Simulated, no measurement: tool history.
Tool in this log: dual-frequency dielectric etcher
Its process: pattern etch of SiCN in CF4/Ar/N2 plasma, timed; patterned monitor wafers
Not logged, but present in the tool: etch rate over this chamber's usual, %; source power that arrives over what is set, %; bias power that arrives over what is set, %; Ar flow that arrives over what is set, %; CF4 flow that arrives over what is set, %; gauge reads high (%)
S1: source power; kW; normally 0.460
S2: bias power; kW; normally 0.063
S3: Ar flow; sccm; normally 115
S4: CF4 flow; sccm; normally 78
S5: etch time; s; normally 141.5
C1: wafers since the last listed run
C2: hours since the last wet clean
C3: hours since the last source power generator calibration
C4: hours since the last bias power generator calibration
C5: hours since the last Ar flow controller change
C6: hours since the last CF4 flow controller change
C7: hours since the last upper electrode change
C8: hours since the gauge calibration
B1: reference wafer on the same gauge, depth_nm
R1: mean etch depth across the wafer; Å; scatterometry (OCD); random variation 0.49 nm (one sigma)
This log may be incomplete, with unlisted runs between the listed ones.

run,hour,S1,S2,S3,S4,S5,C1,C2,C3,C4,C5,C6,C7,C8,B1,R1
1,0.0,0.460,0.071,115,78,141.5,0,0.5,76.0,127.6,137.4,137.5,6204.2,567.2,113.8,1023
2,0.4,0.460,0.063,115,78,110.0,2,0.9,76.4,128.0,137.8,137.9,6204.6,567.6,113.8,776
3,27.8,0.460,0.063,115,92,141.5,180,28.3,103.8,155.4,165.2,165.3,6232.0,595.0,113.9,1021
# hour 45.7: gauge calibrated
# hour 46.3: source power generator calibrated, repeated, since the last time left the tool worse
4,46.8,0.460,0.063,115,78,141.5,98,47.3,0.5,174.4,184.2,184.3,6251.0,1.1,114.1,1069
5,77.9,0.460,0.063,96,72,113.5,204,78.4,31.6,205.5,215.3,215.4,6282.1,32.2,114.2,870
6,101.2,0.520,0.073,115,72,155.0,153,101.7,54.9,228.8,238.6,238.7,6305.4,55.5,114.0,1351
7,136.9,0.350,0.063,115,67,182.0,235,137.4,90.6,264.5,274.3,274.4,6341.1,91.2,114.1,1000
8,155.1,0.460,0.063,115,78,141.5,119,155.6,108.8,282.7,292.5,292.6,6359.3,109.4,114.2,1070
9,181.1,0.460,0.063,115,78,141.5,171,181.6,134.8,308.7,318.5,318.6,6385.3,135.4,114.3,1067
10,208.7,0.460,0.063,115,78,129.5,181,209.2,162.4,336.3,346.1,346.2,6412.9,163.0,114.2,975
# hour 260.9: upper electrode replaced
11,261.4,0.460,0.071,115,78,141.5,189,261.9,215.1,389.0,398.8,398.9,0.5,215.7,114.1,1102
12,270.1,0.360,0.058,115,78,141.5,57,270.6,223.8,397.7,407.5,407.6,9.2,224.4,114.0,803
13,284.6,0.460,0.077,115,78,141.5,95,285.1,238.3,412.2,422.0,422.1,23.7,238.9,114.0,1105
14,319.4,0.460,0.063,115,78,141.5,229,319.9,273.1,447.0,456.8,456.9,58.5,273.7,113.8,1078
15,346.0,0.340,0.070,115,78,121.0,175,346.5,299.7,473.6,483.4,483.5,85.1,300.3,114.1,673
16,383.7,0.460,0.063,115,69,165.0,248,384.2,337.4,511.3,521.1,521.2,122.8,338.0,114.1,1226
17,406.7,0.380,0.052,115,78,141.5,151,407.2,360.4,534.3,544.1,544.2,145.8,361.0,114.0,844
18,437.0,0.530,0.063,115,78,141.5,199,437.5,390.7,564.6,574.4,574.5,176.1,391.3,114.0,1239
19,460.1,0.500,0.075,115,92,113.5,152,460.6,413.8,587.7,597.5,597.6,199.2,414.4,114.0,997
20,483.7,0.460,0.063,115,84,141.5,155,484.2,437.4,611.3,621.1,621.2,222.8,438.0,113.9,1079

Here are 5 independent what-if runs from the current tool condition. What would each one return?
A,484.2,0.550,0.063,115,78,141.5,3,484.7,437.9,611.8,621.6,621.7,223.3,438.5,?,?
B,484.2,0.460,0.063,115,88,120.0,3,484.7,437.9,611.8,621.6,621.7,223.3,438.5,?,?
C,484.2,0.430,0.063,100,78,141.5,3,484.7,437.9,611.8,621.6,621.7,223.3,438.5,?,?
D,484.2,0.460,0.068,139,78,141.5,3,484.7,437.9,611.8,621.6,621.7,223.3,438.5,?,?
E,484.2,0.460,0.058,115,92,141.5,3,484.7,437.9,611.8,621.6,621.7,223.3,438.5,?,?

run,B1,R1
A,113.9,1300
B,113.9,930
C,113.9,1020
D,113.9,1069
E,113.9,1087
Stripped of hidden state, with their random variation kept, the same runs would have yielded:
run,R1
A,1295
B,927
C,1017
D,1065
E,1083
